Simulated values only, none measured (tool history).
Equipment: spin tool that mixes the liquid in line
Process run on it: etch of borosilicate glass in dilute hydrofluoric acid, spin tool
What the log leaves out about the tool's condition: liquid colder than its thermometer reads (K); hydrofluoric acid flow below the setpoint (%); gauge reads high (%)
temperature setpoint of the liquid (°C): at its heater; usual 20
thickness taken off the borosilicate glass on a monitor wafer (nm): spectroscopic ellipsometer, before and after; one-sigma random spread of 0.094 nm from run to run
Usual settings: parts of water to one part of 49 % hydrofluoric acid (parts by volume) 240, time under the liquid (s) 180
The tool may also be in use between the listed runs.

run,hour,temperature setpoint of the liquid (°C),parts of water to one part of 49 % hydrofluoric acid (parts by volume),time under the liquid (s),wafers since the last listed run,hours since the thermometer was replaced,hours since the hydrofluoric acid flow meter was replaced,hours since the gauge calibration,"read-back film thickness of the borosilicate glass reference wafer, read on the same gauge (nm)",thickness taken off the borosilicate glass on a monitor wafer (nm)
1,0,20,240,250,0,902.6,166.1,384.2,49.99,18.79
2,83.7,20,240,250,534,986.3,249.8,467.9,50,19.11
3,139.1,20,240,180,353,1041.7,305.2,523.3,50,13.53
4,188.1,20,240,180,312,1090.7,354.2,572.3,50,13.49
# hour 210.6: thermometer replaced
5,293.4,20,240,180,666,82.8,459.5,677.6,50.01,14.37
6,400,20,240,180,680,189.4,566.1,784.2,50,14.16
7,476.3,20,240,180,487,265.7,642.4,860.5,50.01,14.2
8,580.6,20,240,180,666,370,746.7,964.8,50.01,14.13
9,641.7,20,240,180,390,431.1,807.8,1025.9,49.99,14.07
10,687.8,20,240,180,294,477.2,853.9,1072,50.02,14.01
11,743.2,20,240,180,353,532.6,909.3,1127.4,49.99,13.92
12,834.4,20,240,180,582,623.8,1000.5,1218.6,50.01,13.73
13,896,20,240,180,393,685.4,1062.1,1280.2,50,13.81
# hour 971: hydrofluoric acid flow meter replaced
14,978.2,21.5,240,180,518,767.6,7.2,1362.4,50,14.56
# hour 1042.6: gauge calibrated
15,1075.3,21.5,240,180,620,864.7,104.3,32.7,50.01,14.45
# hour 1135.5: thermometer replaced
16,1166.1,21.5,240,180,573,30.6,195.1,123.5,50.02,15.2
17,1261.6,20,240,180,609,126.1,290.6,219,49.99,14.3
18,1299.1,23,190,260,239,163.6,328.1,256.5,50,30.96
19,1338.8,18.5,280,260,253,203.3,367.8,296.2,49.99,16.33
20,1439.9,20,240,260,645,304.4,468.9,397.3,49.99,20.47
21,1553.5,20,165,115,725,418,582.5,510.9,50,14.16
22,1591,24.5,240,180,239,455.5,620,548.4,50.02,16.61
23,1679.3,18.5,165,180,563,543.8,708.3,636.7,49.99,20.49
24,1854.2,17,125,75,1116,718.7,883.2,811.6,49.99,10.85
25,1913.5,20,240,105,378,778,942.5,870.9,50.02,8.03
# hour 2047.2: hydrofluoric acid flow meter replaced
26,2061.2,22,240,180,936,925.7,14,1018.6,50.02,14.63
# hour 2079.5: thermometer replaced
27,2113.9,23.5,160,265,330,34.4,66.7,1071.3,50,39.28
28,2173.1,22.5,240,180,378,93.6,125.9,1130.5,50,15.79
29,2246.9,20,240,180,471,167.4,199.7,1204.3,50.01,14.39
30,2337.7,20,240,180,579,258.2,290.5,1295.1,49.99,14.26
31,2388.2,20,240,180,322,308.7,341,1345.6,50.01,14.15
32,2480.1,20,240,180,586,400.6,432.9,1437.5,50.01,14.1
33,2563,17.5,240,275,529,483.5,515.8,1520.4,49.99,19.42
# hour 2687.5: gauge calibrated
34,2733.7,20,240,180,1090,654.2,686.5,46.2,50.01,13.94

Hidden state at the last listed run before each entry between runs and at the first one after, where it differs:
Between runs 4 and 5: thermometer replaced (hour 210.6)
  liquid colder than its thermometer reads (K): 1.9 -> 0.289
  measured less the result without the state, thickness taken off the borosilicate glass on a monitor wafer (nm): -1.01 -> -0.16
Between runs 13 and 14: hydrofluoric acid flow meter replaced (hour 971)
  liquid colder than its thermometer reads (K): 1.33 -> 1.47
  measured less the result without the state, thickness taken off the borosilicate glass on a monitor wafer (nm): -0.71 -> -0.82
Between runs 14 and 15: gauge calibrated (hour 1042.6)
  liquid colder than its thermometer reads (K): 1.47 -> 1.64
  measured less the result without the state, thickness taken off the borosilicate glass on a monitor wafer (nm): -0.82 -> -0.91
Between runs 15 and 16: thermometer replaced (hour 1135.5)
  liquid colder than its thermometer reads (K): 1.64 -> 0.189
  measured less the result without the state, thickness taken off the borosilicate glass on a monitor wafer (nm): -0.91 -> -0.11
Between runs 25 and 26: hydrofluoric acid flow meter replaced (hour 2047.2)
  liquid colder than its thermometer reads (K): 1.48 -> 1.73
  measured less the result without the state, thickness taken off the borosilicate glass on a monitor wafer (nm): -0.46 -> -0.98
Between runs 26 and 27: thermometer replaced (hour 2079.5)
  liquid colder than its thermometer reads (K): 1.73 -> 0.089
  measured less the result without the state, thickness taken off the borosilicate glass on a monitor wafer (nm): -0.98 -> -0.14
Between runs 33 and 34: gauge calibrated (hour 2687.5)
  liquid colder than its thermometer reads (K): 0.864 -> 1.16
  measured less the result without the state, thickness taken off the borosilicate glass on a monitor wafer (nm): -0.66 -> -0.63
